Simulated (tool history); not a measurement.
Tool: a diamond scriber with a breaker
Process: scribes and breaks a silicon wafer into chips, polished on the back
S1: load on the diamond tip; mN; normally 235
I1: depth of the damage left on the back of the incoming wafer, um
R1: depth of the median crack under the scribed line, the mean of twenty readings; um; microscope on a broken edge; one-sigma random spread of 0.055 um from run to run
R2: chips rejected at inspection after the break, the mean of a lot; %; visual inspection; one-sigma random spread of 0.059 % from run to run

run,hour,S1,I1,R1,R2
1,0.0,235,0.02,14.67,1.43
2,21.4,235,0.04,14.70,1.47
3,36.3,235,0.03,14.69,1.43
4,52.1,235,0.04,14.66,1.51
5,64.3,252,0.03,15.55,1.80
6,78.4,252,0.02,15.52,1.79
# hour 85.5: load on the tip recalibrated
7,89.9,252,0.04,14.15,1.86
8,100.2,235,0.03,13.50,3.44
9,109.3,235,0.02,13.45,3.37
10,119.2,235,0.02,13.58,3.53
11,127.0,235,0.04,13.53,3.01
12,138.9,204,0.03,11.99,10.63
13,145.2,235,0.01,13.52,3.00
14,157.1,263,0.02,14.83,1.39
# hour 170.5: diamond tip replaced by a new one
15,172.3,235,0.02,15.33,1.70
16,188.3,235,0.02,15.41,1.67
17,195.4,255,0.04,16.35,3.19
18,211.8,189,0.04,12.77,6.00
19,222.6,182,0.02,12.39,8.42
20,238.2,253,0.04,16.26,3.06
21,249.8,167,0.01,11.45,14.56
22,263.9,235,0.01,15.21,1.44

What if the next run were any one of these 4? Each begins from the tool's condition after run 22:
A,264.4,235,0.01,?,?
B,264.4,287,0.01,?,?
C,264.4,172,0.01,?,?
D,264.4,271,0.01,?,?

run,R1,R2
A,15.24,1.54
B,17.92,7.85
C,11.64,12.01
D,17.12,5.14
Stripped of hidden state, with their random variation kept, the same runs would have yielded:
run,R1,R2
A,14.85,1.41
B,17.46,6.22
C,11.34,14.25
D,16.68,3.92

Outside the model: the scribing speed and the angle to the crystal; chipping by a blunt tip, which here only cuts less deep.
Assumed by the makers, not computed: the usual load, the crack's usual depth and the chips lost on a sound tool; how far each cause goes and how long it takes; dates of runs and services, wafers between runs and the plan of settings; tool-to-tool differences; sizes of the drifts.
